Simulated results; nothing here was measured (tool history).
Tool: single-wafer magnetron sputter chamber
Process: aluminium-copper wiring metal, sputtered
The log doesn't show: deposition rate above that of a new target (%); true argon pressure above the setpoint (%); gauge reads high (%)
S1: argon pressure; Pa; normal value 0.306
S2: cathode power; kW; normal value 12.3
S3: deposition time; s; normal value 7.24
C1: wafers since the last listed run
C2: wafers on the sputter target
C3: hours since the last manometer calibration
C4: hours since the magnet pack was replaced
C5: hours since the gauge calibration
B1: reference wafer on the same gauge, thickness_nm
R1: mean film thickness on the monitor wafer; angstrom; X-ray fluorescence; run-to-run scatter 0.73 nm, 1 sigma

{"run": 1, "hour": 0.0, "S1": 0.306, "S2": 12.3, "S3": 7.24, "C1": 0, "C2": 14157, "C3": 1824.6, "C4": 7017, "C5": 1172.9, "B1": 156.01, "R1": 1775.57}
{"run": 2, "hour": 37.7, "S1": 0.306, "S2": 10.55, "S3": 7.24, "C1": 1425, "C2": 15583, "C3": 1862.3, "C4": 7054.7, "C5": 1210.6, "B1": 156.042, "R1": 1528.61}
{"run": 3, "hour": 102.3, "S1": 0.306, "S2": 10.55, "S3": 7.24, "C1": 2442, "C2": 18025, "C3": 1926.9, "C4": 7119.3, "C5": 1275.2, "B1": 156.126, "R1": 1505.69}
{"hour": 119.7, "done": "sputter target and shields replaced"}
{"run": 4, "hour": 156.5, "S1": 0.306, "S2": 10.55, "S3": 7.24, "C1": 1746, "C2": 1391, "C3": 1981.1, "C4": 7173.5, "C5": 1329.4, "B1": 156.082, "R1": 1572.83}
{"run": 5, "hour": 287.5, "S1": 0.306, "S2": 12.3, "S3": 7.24, "C1": 4953, "C2": 6344, "C3": 2112.1, "C4": 7304.5, "C5": 1460.4, "B1": 156.055, "R1": 1799.44}
{"hour": 327.6, "done": "magnet pack replaced"}
{"run": 6, "hour": 345.6, "S1": 0.306, "S2": 12.3, "S3": 7.24, "C1": 1894, "C2": 8238, "C3": 2170.2, "C4": 18, "C5": 1518.5, "B1": 156.019, "R1": 1810.55}
{"run": 7, "hour": 416.2, "S1": 0.306, "S2": 12.3, "S3": 7.24, "C1": 2669, "C2": 10908, "C3": 2240.8, "C4": 88.6, "C5": 1589.1, "B1": 156.093, "R1": 1787.69}
{"run": 8, "hour": 475.3, "S1": 0.306, "S2": 12.3, "S3": 7.24, "C1": 2234, "C2": 13142, "C3": 2299.9, "C4": 147.7, "C5": 1648.2, "B1": 155.658, "R1": 1783.48}
{"run": 9, "hour": 534.5, "S1": 0.306, "S2": 12.3, "S3": 7.24, "C1": 2238, "C2": 15381, "C3": 2359.1, "C4": 206.9, "C5": 1707.4, "B1": 155.98, "R1": 1757.88}
{"run": 10, "hour": 583.4, "S1": 0.306, "S2": 12.3, "S3": 7.24, "C1": 1848, "C2": 17230, "C3": 2408, "C4": 255.8, "C5": 1756.3, "B1": 156.205, "R1": 1745.65}
{"run": 11, "hour": 609.3, "S1": 0.306, "S2": 12.3, "S3": 7.24, "C1": 979, "C2": 18209, "C3": 2433.9, "C4": 281.7, "C5": 1782.2, "B1": 156.228, "R1": 1741.45}
{"hour": 638.9, "done": "sputter target and shields replaced"}
{"run": 12, "hour": 672.9, "S1": 0.306, "S2": 12.3, "S3": 7.24, "C1": 2102, "C2": 1285, "C3": 2497.5, "C4": 345.3, "C5": 1845.8, "B1": 156.143, "R1": 1835.57}
{"run": 13, "hour": 712.9, "S1": 0.306, "S2": 14.75, "S3": 6.06, "C1": 1512, "C2": 2797, "C3": 2537.5, "C4": 385.3, "C5": 1885.8, "B1": 156.058, "R1": 1848.48}
{"run": 14, "hour": 764.7, "S1": 0.306, "S2": 12.3, "S3": 7.24, "C1": 1958, "C2": 4756, "C3": 2589.3, "C4": 437.1, "C5": 1937.6, "B1": 156.1, "R1": 1821.58}
{"run": 15, "hour": 835.8, "S1": 0.306, "S2": 13.95, "S3": 8.15, "C1": 2688, "C2": 7444, "C3": 2660.4, "C4": 508.2, "C5": 2008.7, "B1": 156.143, "R1": 2328.79}
{"run": 16, "hour": 888.1, "S1": 0.306, "S2": 12.3, "S3": 7.24, "C1": 1977, "C2": 9422, "C3": 2712.7, "C4": 560.5, "C5": 2061, "B1": 155.887, "R1": 1796.79}
{"run": 17, "hour": 944.5, "S1": 0.203, "S2": 10.55, "S3": 7.24, "C1": 2132, "C2": 11554, "C3": 2769.1, "C4": 616.9, "C5": 2117.4, "B1": 156.066, "R1": 1694.98}
{"run": 18, "hour": 1014.8, "S1": 0.251, "S2": 10.4, "S3": 6.23, "C1": 2658, "C2": 14212, "C3": 2839.4, "C4": 687.2, "C5": 2187.7, "B1": 156.046, "R1": 1360.31}
{"run": 19, "hour": 1043.0, "S1": 0.306, "S2": 12.3, "S3": 7.24, "C1": 1066, "C2": 15278, "C3": 2867.6, "C4": 715.4, "C5": 2215.9, "B1": 155.951, "R1": 1760.52}
{"hour": 1055.1, "done": "capacitance manometer re-zeroed and calibrated"}
{"hour": 1059.6, "done": "sputter target and shields replaced"}
{"run": 20, "hour": 1073.6, "S1": 0.39, "S2": 12.3, "S3": 7.24, "C1": 684, "C2": 530, "C3": 18.5, "C4": 746, "C5": 2246.5, "B1": 155.82, "R1": 1795.75}
{"run": 21, "hour": 1134.3, "S1": 0.399, "S2": 11.4, "S3": 6.09, "C1": 2295, "C2": 2825, "C3": 79.2, "C4": 806.7, "C5": 2307.2, "B1": 156.132, "R1": 1364.17}
{"run": 22, "hour": 1203.3, "S1": 0.306, "S2": 12.3, "S3": 8.43, "C1": 2608, "C2": 5434, "C3": 148.2, "C4": 875.7, "C5": 2376.2, "B1": 156.131, "R1": 2172.36}
{"run": 23, "hour": 1251.5, "S1": 0.306, "S2": 12.3, "S3": 7.24, "C1": 1822, "C2": 7256, "C3": 196.4, "C4": 923.9, "C5": 2424.4, "B1": 156.091, "R1": 1854.78}
{"run": 24, "hour": 1374.1, "S1": 0.331, "S2": 12.3, "S3": 7.24, "C1": 4635, "C2": 11892, "C3": 319, "C4": 1046.5, "C5": 2547, "B1": 156.164, "R1": 1798.21}
{"hour": 1387.3, "done": "gauge calibrated"}
{"run": 25, "hour": 1423.9, "S1": 0.306, "S2": 12.3, "S3": 7.24, "C1": 1882, "C2": 13775, "C3": 368.8, "C4": 1096.3, "C5": 36.6, "B1": 155.828, "R1": 1823.85}
{"run": 26, "hour": 1451.1, "S1": 0.331, "S2": 12.3, "S3": 7.24, "C1": 1028, "C2": 14803, "C3": 396, "C4": 1123.5, "C5": 63.8, "B1": 156.185, "R1": 1783.85}
{"run": 27, "hour": 1515.3, "S1": 0.306, "S2": 15.05, "S3": 5.9, "C1": 2427, "C2": 17230, "C3": 460.2, "C4": 1187.7, "C5": 128, "B1": 155.966, "R1": 1788.34}
{"hour": 1542.6, "done": "sputter target and shields replaced"}
{"run": 28, "hour": 1573.8, "S1": 0.408, "S2": 12.3, "S3": 6.84, "C1": 1909, "C2": 1178, "C3": 518.7, "C4": 1246.2, "C5": 186.5, "B1": 155.844, "R1": 1629.02}
{"run": 29, "hour": 1664.8, "S1": 0.223, "S2": 11.5, "S3": 7.24, "C1": 3440, "C2": 4619, "C3": 609.7, "C4": 1337.2, "C5": 277.5, "B1": 155.837, "R1": 1856.35}
{"run": 30, "hour": 1725.5, "S1": 0.306, "S2": 12.3, "S3": 7.24, "C1": 2295, "C2": 6914, "C3": 670.4, "C4": 1397.9, "C5": 338.2, "B1": 156.026, "R1": 1827.48}
{"run": 31, "hour": 1766.0, "S1": 0.306, "S2": 12.3, "S3": 6.81, "C1": 1531, "C2": 8445, "C3": 710.9, "C4": 1438.4, "C5": 378.7, "B1": 155.835, "R1": 1708.69}
{"run": 32, "hour": 1801.6, "S1": 0.417, "S2": 13.6, "S3": 8.4, "C1": 1346, "C2": 9791, "C3": 746.5, "C4": 1474, "C5": 414.3, "B1": 155.964, "R1": 2134.67}
{"run": 33, "hour": 1858.4, "S1": 0.24, "S2": 12.3, "S3": 7.24, "C1": 2147, "C2": 11939, "C3": 803.3, "C4": 1530.8, "C5": 471.1, "B1": 155.982, "R1": 1896.08}

Run-by-run hidden state of the tool:
gauge reads high (%): 0, the same for each run
H1: deposition rate above that of a new target (%)
H2: true argon pressure above the setpoint (%)
run=1 H1=-4.06 H2=14.3
run=2 H1=-4.43 H2=14.4
run=3 H1=-5.07 H2=14.5
run=4 H1=-0.544 H2=14.7
run=5 H1=-1.84 H2=14.9
run=6 H1=-2.42 H2=15
run=7 H1=-3.12 H2=15.1
run=8 H1=-3.7 H2=15.2
run=9 H1=-4.29 H2=15.3
run=10 H1=-4.77 H2=15.3
run=11 H1=-5.03 H2=15.4
run=12 H1=-0.392 H2=15.4
run=13 H1=-0.788 H2=15.5
run=14 H1=-1.3 H2=15.5
run=15 H1=-2.01 H2=15.6
run=16 H1=-2.52 H2=15.6
run=17 H1=-3.08 H2=15.7
run=18 H1=-3.78 H2=15.7
run=19 H1=-4.06 H2=15.8
run=20 H1=-0.312 H2=0.448
run=21 H1=-0.913 H2=1.45
run=22 H1=-1.6 H2=2.51
run=23 H1=-2.07 H2=3.21
run=24 H1=-3.29 H2=4.82
run=25 H1=-3.78 H2=5.41
run=26 H1=-4.05 H2=5.72
run=27 H1=-4.69 H2=6.42
run=28 H1=-0.893 H2=7.02
run=29 H1=-1.79 H2=7.87
run=30 H1=-2.4 H2=8.39
run=31 H1=-2.8 H2=8.72
run=32 H1=-3.15 H2=9
run=33 H1=-3.71 H2=9.42
